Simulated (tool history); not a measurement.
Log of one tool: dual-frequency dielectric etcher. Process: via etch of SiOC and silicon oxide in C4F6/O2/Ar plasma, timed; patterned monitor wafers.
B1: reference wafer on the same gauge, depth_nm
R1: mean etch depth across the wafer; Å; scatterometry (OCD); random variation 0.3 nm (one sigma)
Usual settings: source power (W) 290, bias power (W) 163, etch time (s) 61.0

run 1 hour=0.0 | source_power_(W)=290 bias_power_(W)=163 etch_time_(s)=61.0 | B1=52.6 | R1=548
-- hour=38.2 wet clean of the chamber
run 2 hour=105.8 | source_power_(W)=290 bias_power_(W)=163 etch_time_(s)=61.0 | B1=52.7 | R1=571
run 3 hour=197.6 | source_power_(W)=290 bias_power_(W)=163 etch_time_(s)=61.0 | B1=52.7 | R1=562
run 4 hour=248.1 | source_power_(W)=290 bias_power_(W)=163 etch_time_(s)=61.0 | B1=52.6 | R1=563
run 5 hour=347.9 | source_power_(W)=290 bias_power_(W)=163 etch_time_(s)=53.5 | B1=52.7 | R1=491
run 6 hour=394.5 | source_power_(W)=290 bias_power_(W)=163 etch_time_(s)=53.5 | B1=52.7 | R1=490
run 7 hour=497.3 | source_power_(W)=290 bias_power_(W)=163 etch_time_(s)=47.0 | B1=52.6 | R1=426
-- hour=589.9 wet clean of the chamber
-- hour=620.1 upper electrode replaced
run 8 hour=701.9 | source_power_(W)=290 bias_power_(W)=163 etch_time_(s)=47.0 | B1=52.6 | R1=410
run 9 hour=780.6 | source_power_(W)=290 bias_power_(W)=163 etch_time_(s)=47.0 | B1=52.7 | R1=411
run 10 hour=857.3 | source_power_(W)=340 bias_power_(W)=163 etch_time_(s)=61.0 | B1=52.7 | R1=579
-- hour=861.4 bias power generator calibrated
run 11 hour=906.9 | source_power_(W)=270 bias_power_(W)=163 etch_time_(s)=61.0 | B1=52.8 | R1=511
run 12 hour=955.0 | source_power_(W)=270 bias_power_(W)=163 etch_time_(s)=61.0 | B1=52.7 | R1=509
-- hour=1028.4 wet clean of the chamber, repeated, since the last time left the tool worse
run 13 hour=1042.8 | source_power_(W)=260 bias_power_(W)=177 etch_time_(s)=67.5 | B1=52.6 | R1=604
run 14 hour=1114.9 | source_power_(W)=290 bias_power_(W)=163 etch_time_(s)=61.0 | B1=52.7 | R1=565
run 15 hour=1178.7 | source_power_(W)=290 bias_power_(W)=140 etch_time_(s)=61.0 | B1=52.7 | R1=537
run 16 hour=1258.4 | source_power_(W)=290 bias_power_(W)=163 etch_time_(s)=61.0 | B1=52.7 | R1=557
run 17 hour=1359.7 | source_power_(W)=290 bias_power_(W)=163 etch_time_(s)=61.0 | B1=52.8 | R1=554
-- hour=1372.0 gauge calibrated
run 18 hour=1465.0 | source_power_(W)=290 bias_power_(W)=145 etch_time_(s)=61.0 | B1=52.6 | R1=534
-- hour=1537.3 wet clean of the chamber
-- hour=1537.3 source power generator calibrated
run 19 hour=1537.8 | source_power_(W)=290 bias_power_(W)=163 etch_time_(s)=61.0 | B1=52.6 | R1=562
run 20 hour=1571.5 | source_power_(W)=330 bias_power_(W)=130 etch_time_(s)=55.0 | B1=52.7 | R1=507
run 21 hour=1640.3 | source_power_(W)=290 bias_power_(W)=163 etch_time_(s)=45.0 | B1=52.7 | R1=415
run 22 hour=1724.2 | source_power_(W)=310 bias_power_(W)=163 etch_time_(s)=54.0 | B1=52.7 | R1=517
run 23 hour=1775.0 | source_power_(W)=330 bias_power_(W)=163 etch_time_(s)=74.5 | B1=52.7 | R1=728
run 24 hour=1841.6 | source_power_(W)=240 bias_power_(W)=136 etch_time_(s)=67.0 | B1=52.8 | R1=521
run 25 hour=1926.1 | source_power_(W)=290 bias_power_(W)=163 etch_time_(s)=50.5 | B1=52.7 | R1=458

Forecast each of these 3 alternatives for the next run:
run A hour=1926.5 | source_power_(W)=290 bias_power_(W)=163 etch_time_(s)=61.0 | B1=? | R1=?
run B hour=1926.5 | source_power_(W)=260 bias_power_(W)=163 etch_time_(s)=46.0 | B1=? | R1=?
run C hour=1926.5 | source_power_(W)=270 bias_power_(W)=179 etch_time_(s)=49.5 | B1=? | R1=?

run=A B1=52.7 R1=554
run=B B1=52.7 R1=393
run=C B1=52.7 R1=444
Without the tool's hidden state the same runs would have given:
run=A R1=564
run=B R1=400
run=C R1=452

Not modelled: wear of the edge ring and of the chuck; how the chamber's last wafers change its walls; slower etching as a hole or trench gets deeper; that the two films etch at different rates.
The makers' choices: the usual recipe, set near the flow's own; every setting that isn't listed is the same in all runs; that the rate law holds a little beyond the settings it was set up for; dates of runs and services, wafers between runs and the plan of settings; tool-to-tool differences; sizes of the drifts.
